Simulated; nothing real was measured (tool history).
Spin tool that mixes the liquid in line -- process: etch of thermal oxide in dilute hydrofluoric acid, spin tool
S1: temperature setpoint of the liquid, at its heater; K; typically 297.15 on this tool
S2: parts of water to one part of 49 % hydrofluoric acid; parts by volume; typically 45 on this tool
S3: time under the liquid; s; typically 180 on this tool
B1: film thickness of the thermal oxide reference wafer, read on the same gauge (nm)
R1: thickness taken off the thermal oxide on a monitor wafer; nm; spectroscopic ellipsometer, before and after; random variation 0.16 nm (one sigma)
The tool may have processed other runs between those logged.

run	day	S1	S2	S3	B1	R1
1	0	297.15	45	140	50.01	15.6
2	0.821	297.15	45	180	50.01	20.26
3	1.538	297.15	45	180	50	20.15
4	2.608	297.15	45	180	50.02	20.09
5	3.217	297.15	45	180	50	19.67
6	4.583	297.15	45	180	50.01	19.83
7	5.588	297.15	45	180	50.01	20.08
8	6.142	300.65	60	70	50	6.62
9	7.617	297.15	45	180	49.99	19.81
# day 7.954: hydrofluoric acid flow meter replaced
10	8.283	297.15	45	180	50.03	17.26
11	9.262	297.15	45	215	49.99	20.78
# day 9.758: thermometer replaced
# day 10.075: gauge calibrated
12	10.596	301.15	30	125	50	24.88
13	11.612	292.15	50	180	49.99	14.24
14	12.2	297.15	55	85	50	7.4
15	13.604	300.65	60	70	50.02	6.46

Run-by-run hidden state of the tool:
gauge reads high (%): 0 across all the runs
H1: liquid colder than its thermometer reads (K)
H2: hydrofluoric acid flow above the setpoint (%)
run	H1	H2
1	2.09	11.5
2	2.16	11.7
3	2.23	11.9
4	2.33	12.2
5	2.39	12.4
6	2.51	12.7
7	2.61	13
8	2.66	13.1
9	2.8	13.5
10	2.86	0.435
11	2.95	0.693
12	0.119	1.04
13	0.214	1.31
14	0.269	1.46
15	0.399	1.83
